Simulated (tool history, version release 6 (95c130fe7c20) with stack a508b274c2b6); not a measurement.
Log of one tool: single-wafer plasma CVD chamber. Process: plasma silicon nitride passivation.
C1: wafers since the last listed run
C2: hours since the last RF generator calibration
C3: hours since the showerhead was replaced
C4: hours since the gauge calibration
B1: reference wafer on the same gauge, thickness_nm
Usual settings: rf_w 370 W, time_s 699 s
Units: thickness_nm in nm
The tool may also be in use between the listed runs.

Run 1, hour 0: usual settings; C1 0; C2 751.9; C3 4465.3; C4 302.3; B1 966.156. Result: thickness_nm 942.542 nm.
Run 2, hour 33.2: usual settings; C1 132; C2 785.1; C3 4498.5; C4 335.5; B1 965.902. Result: thickness_nm 936.966 nm.
Run 3, hour 60.2: usual settings; C1 107; C2 812.1; C3 4525.5; C4 362.5; B1 965.77. Result: thickness_nm 936.51 nm.
At hour 77.6: gauge calibrated.
Run 4, hour 90.5: usual settings; C1 121; C2 842.4; C3 4555.8; C4 12.9; B1 966.624. Result: thickness_nm 939.243 nm.
Run 5, hour 121.6: usual settings but rf_w 425 W, time_s 624 s; C1 124; C2 873.5; C3 4586.9; C4 44; B1 966.339. Result: thickness_nm 868.494 nm.
Run 6, hour 145.2: usual settings; C1 94; C2 897.1; C3 4610.5; C4 67.6; B1 965.431. Result: thickness_nm 937.042 nm.
Run 7, hour 162.4: usual settings; C1 68; C2 914.3; C3 4627.7; C4 84.8; B1 966.54. Result: thickness_nm 933.247 nm.
Run 8, hour 232: usual settings but time_s 752 s; C1 278; C2 983.9; C3 4697.3; C4 154.4; B1 965.895. Result: thickness_nm 1005.328 nm.
Run 9, hour 250.5: usual settings but time_s 752 s; C1 73; C2 1002.4; C3 4715.8; C4 172.9; B1 966.354. Result: thickness_nm 1004.669 nm.
At hour 267.4: showerhead replaced.
Run 10, hour 267.9: usual settings but rf_w 340 W, time_s 664 s; C1 37; C2 1019.8; C3 0.5; C4 190.3; B1 967.083. Result: thickness_nm 871.528 nm.
Run 11, hour 291.5: usual settings but rf_w 340 W, time_s 664 s; C1 94; C2 1043.4; C3 24.1; C4 213.9; B1 965.604. Result: thickness_nm 870.204 nm.
Run 12, hour 321.4: usual settings but rf_w 340 W, time_s 664 s; C1 119; C2 1073.3; C3 54; C4 243.8; B1 966.489. Result: thickness_nm 866.461 nm.
Run 13, hour 350.8: usual settings but rf_w 330 W; C1 117; C2 1102.7; C3 83.4; C4 273.2; B1 965.856. Result: thickness_nm 904.456 nm.
Run 14, hour 384.2: usual settings but rf_w 405 W, time_s 614 s; C1 133; C2 1136.1; C3 116.8; C4 306.6; B1 966.615. Result: thickness_nm 836.629 nm.
At hour 392.3: RF generator calibrated.
Run 15, hour 399.3: usual settings but rf_w 390 W, time_s 644 s; C1 28; C2 7; C3 131.9; C4 321.7; B1 966.368. Result: thickness_nm 883.687 nm.
At hour 412.1: gauge calibrated.
Run 16, hour 423.6: usual settings; C1 97; C2 31.3; C3 156.2; C4 11.5; B1 965.925. Result: thickness_nm 949.865 nm.
Run 17, hour 437.6: usual settings but rf_w 335 W, time_s 585 s; C1 55; C2 45.3; C3 170.2; C4 25.5; B1 966.431. Result: thickness_nm 773.924 nm.
Run 18, hour 450.8: usual settings; C1 52; C2 58.5; C3 183.4; C4 38.7; B1 965.552. Result: thickness_nm 945.77 nm.
Run 19, hour 477.5: usual settings but rf_w 410 W, time_s 754 s; C1 106; C2 85.2; C3 210.1; C4 65.4; B1 965.487. Result: thickness_nm 1048.004 nm.
Run 20, hour 505.7: usual settings; C1 112; C2 113.4; C3 238.3; C4 93.6; B1 966.883. Result: thickness_nm 950.501 nm.
Run 21, hour 520.4: usual settings but rf_w 410 W, time_s 578 s; C1 58; C2 128.1; C3 253; C4 108.3; B1 965.835. Result: thickness_nm 802.391 nm.
Run 22, hour 538.8: usual settings but time_s 598 s; C1 73; C2 146.5; C3 271.4; C4 126.7; B1 966.592. Result: thickness_nm 806.392 nm.
Run 23, hour 555.9: usual settings but time_s 609 s; C1 68; C2 163.6; C3 288.5; C4 143.8; B1 965.981. Result: thickness_nm 827.348 nm.
Run 24, hour 583.7: usual settings but rf_w 335 W, time_s 761 s; C1 111; C2 191.4; C3 316.3; C4 171.6; B1 964.937. Result: thickness_nm 1004.522 nm.
Run 25, hour 606.2: usual settings but time_s 657 s; C1 89; C2 213.9; C3 338.8; C4 194.1; B1 966.569. Result: thickness_nm 888.927 nm.
Run 26, hour 629.5: usual settings; C1 93; C2 237.2; C3 362.1; C4 217.4; B1 966.881. Result: thickness_nm 944.887 nm.
Run 27, hour 643.3: usual settings; C1 55; C2 251; C3 375.9; C4 231.2; B1 966.023. Result: thickness_nm 948.197 nm.

Forecast each of these 3 alternatives for the next run:
Run A, hour 643.9: usual settings; C1 2; C2 251.6; C3 376.5; C4 231.8; B1 ?. Result: thickness_nm ?.
Run B, hour 643.9: usual settings but rf_w 395 W, time_s 804 s; C1 2; C2 251.6; C3 376.5; C4 231.8; B1 ?. Result: thickness_nm ?.
Run C, hour 643.9: usual settings but rf_w 420 W, time_s 734 s; C1 2; C2 251.6; C3 376.5; C4 231.8; B1 ?. Result: thickness_nm ?.

run       B1  thickness_nm
  A  965.571       940.972
  B  965.571      1100.608
  C  965.571      1020.855
Without the tool's hidden state the same runs would have given:
run  thickness_nm
  A       947.421
  B       1108.15
  C      1027.852
